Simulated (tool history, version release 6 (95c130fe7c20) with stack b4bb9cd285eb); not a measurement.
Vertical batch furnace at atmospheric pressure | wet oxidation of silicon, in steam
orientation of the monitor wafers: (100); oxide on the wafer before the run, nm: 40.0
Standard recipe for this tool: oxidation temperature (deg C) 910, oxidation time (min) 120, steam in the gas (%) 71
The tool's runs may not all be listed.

run	day	oxidation temperature (deg C)	oxidation time (min)	steam in the gas (%)	wafers since the last listed run	hours since the last temperature calibration	hours since the steam generator was serviced	hours since the gauge calibration	read-back reference wafer on the same gauge, thickness	oxide thickness on the monitor wafer (angstrom)
1	0	910	120	71	0	1110.7	841.6	1.3	232.89	2722.3
2	1.433	910	120	71	335	1145.1	876	35.7	233.05	2719.9
3	2.892	910	120	71	341	1180.1	911	70.7	233.04	2727.6
4	3.933	910	120	71	243	1205.1	936	95.7	233.19	2705.1
5	8.325	910	120	71	1028	1310.5	1041.4	201.1	232.84	2694.5
6	8.942	910	120	71	144	1325.3	1056.2	215.9	233.01	2688.6
7	10.362	926	95	71	332	1359.4	1090.3	250	232.81	2623
8	11.012	926	95	71	152	1375	1105.9	265.6	233.12	2616.1
9	11.704	910	120	71	162	1391.6	1122.5	282.2	232.94	2685.1
10	12.725	910	120	71	239	1416.1	1147	306.7	233	2673.6
11	13.912	910	120	71	278	1444.6	1175.5	335.2	232.96	2668.8
12	14.788	898	120	71	204	1465.6	1196.5	356.2	232.91	2374.6
# day 16.217: steam generator serviced
13	16.238	926	86	64	105	1500.4	0.5	391	233.05	2333.2
14	16.762	928	145	71	122	1513	13.1	403.6	233.06	3673.1
# day 17.067: gauge calibrated
15	20.567	925	140	78	891	1604.3	104.4	84	233.03	3742.7
# day 22.317: thermocouples replaced and temperature profile calibrated
16	22.338	910	120	71	180	0.5	146.9	126.5	233.05	2649.4
17	22.592	892	120	71	59	6.6	153	132.6	233.11	2186.2
18	22.846	926	86	64	59	12.7	159.1	138.7	233.06	2252
19	23.729	928	154.5	66	206	33.9	180.3	159.9	232.86	3556.9
20	24.371	910	120	71	150	49.3	195.7	175.3	232.96	2676.2
21	25.242	910	120	71	203	70.2	216.6	196.2	233.04	2672.1
22	28.267	933	120	71	708	142.8	289.2	268.8	232.86	3289.1
23	29.171	910	138	71	211	164.5	310.9	290.5	232.94	2975.4

Hidden state at the last listed run before each entry between runs and at the first one after, where it differs:
From run 12 to run 13: steam generator serviced (day 16.217)
  true tube temperature minus thermocouple reading, K: 4.41 -> 4.44; steam share off its setpoint, % of the setpoint: -6 -> -1.38
  measured value less the no-hidden-state value, oxide thickness on the monitor wafer (angstrom): +8 -> +65.7
From run 14 to run 15: gauge calibrated (day 17.067)
  true tube temperature minus thermocouple reading, K: 4.45 -> 4.51; steam share off its setpoint, % of the setpoint: -1.38 -> -1.42
  measured value less the no-hidden-state value, oxide thickness on the monitor wafer (angstrom): +96 -> +99.3
From run 15 to run 16: thermocouples replaced and temperature profile calibrated (day 22.317)
  true tube temperature minus thermocouple reading, K: 4.51 -> 0.395; steam share off its setpoint, % of the setpoint: -1.42 -> -1.47
  measured value less the no-hidden-state value, oxide thickness on the monitor wafer (angstrom): +99.3 -> -18.4

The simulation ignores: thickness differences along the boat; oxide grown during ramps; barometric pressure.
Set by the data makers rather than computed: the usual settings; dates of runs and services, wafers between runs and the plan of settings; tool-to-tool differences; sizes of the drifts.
